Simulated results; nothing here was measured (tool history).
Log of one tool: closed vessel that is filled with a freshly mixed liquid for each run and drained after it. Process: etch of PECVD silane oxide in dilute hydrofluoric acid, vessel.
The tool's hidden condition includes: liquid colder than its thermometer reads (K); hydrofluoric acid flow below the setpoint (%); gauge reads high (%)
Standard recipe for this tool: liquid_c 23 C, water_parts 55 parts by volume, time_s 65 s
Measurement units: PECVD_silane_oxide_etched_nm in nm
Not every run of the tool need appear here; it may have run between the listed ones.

run   hour  liquid_c  water_parts  time_s  wafers since the last listed run  hours since the thermometer was replaced  hours since the hydrofluoric acid flow meter was replaced  hours since the gauge calibration  read-back film thickness of the PECVD silane oxide reference wafer, read on the same gauge (nm)  PECVD_silane_oxide_etched_nm
  1      0        23           55      65                                 0                                    2565.2                                                     2390.3                               54.7                                                                                              110                         16.96
  2    8.8        23           55      65                               989                                      2574                                                     2399.1                               63.5                                                                                           109.99                         16.97
  3   26.8        23           55      65                              2023                                      2592                                                     2417.1                               81.5                                                                                              110                         16.88
  4   36.8        23           55      65                              1124                                      2602                                                     2427.1                               91.5                                                                                           109.99                         16.91
  5   51.7        23           55      65                              1674                                    2616.9                                                       2442                              106.4                                                                                              110                         16.86
      64.3  -- thermometer replaced
  6   68.8        22           55      65                              1809                                       4.5                                                     2459.1                              123.5                                                                                              110                         18.03
  7   79.3        22           55      65                              1180                                        15                                                     2469.6                                134                                                                                           110.03                         17.98
      90.1  -- gauge calibrated
  8     94      20.5           55     100                              1652                                      29.7                                                     2484.3                                3.9                                                                                           109.98                         25.98
  9  104.3        20           45      30                              1157                                        40                                                     2494.6                               14.2                                                                                              110                          9.43
     107.2  -- hydrofluoric acid flow meter replaced
 10  112.5        23           55      65                               809                                      48.2                                                        5.3                               22.4                                                                                              110                         21.15
 11  128.4        23           55      65                              1787                                      64.1                                                       21.2                               38.3                                                                                              110                         21.09
 12  138.9        20           35      95                              1180                                      74.6                                                       31.7                               48.8                                                                                              110                         43.67
 13  154.2        23           70      90                              1719                                      89.9                                                         47                               64.1                                                                                           109.99                         22.56
 14  171.6        23           45      65                              1955                                     107.3                                                       64.4                               81.5                                                                                           109.98                         26.04

3 ways to go on from here, each from the tool as it stands after run 14. What would each give?
  A  172.3        23           30      65                                78                                       108                                                       65.1                               82.2                                                                                                ?                             ?
  B  172.3        23           65      35                                78                                       108                                                       65.1                               82.2                                                                                                ?                             ?
  C  172.3      27.5           80      65                                78                                       108                                                       65.1                               82.2                                                                                                ?                             ?

run  read-back film thickness of the PECVD silane oxide reference wafer, read on the same gauge (nm)  PECVD_silane_oxide_etched_nm
  A                                                                                              110                         39.93
  B                                                                                              110                          9.48
  C                                                                                              110                         16.79
The same runs, with their run-to-run variation unchanged, on a tool lacking any hidden condition would have given:
run  PECVD_silane_oxide_etched_nm
  A                         41.32
  B                          9.81
  C                         17.38

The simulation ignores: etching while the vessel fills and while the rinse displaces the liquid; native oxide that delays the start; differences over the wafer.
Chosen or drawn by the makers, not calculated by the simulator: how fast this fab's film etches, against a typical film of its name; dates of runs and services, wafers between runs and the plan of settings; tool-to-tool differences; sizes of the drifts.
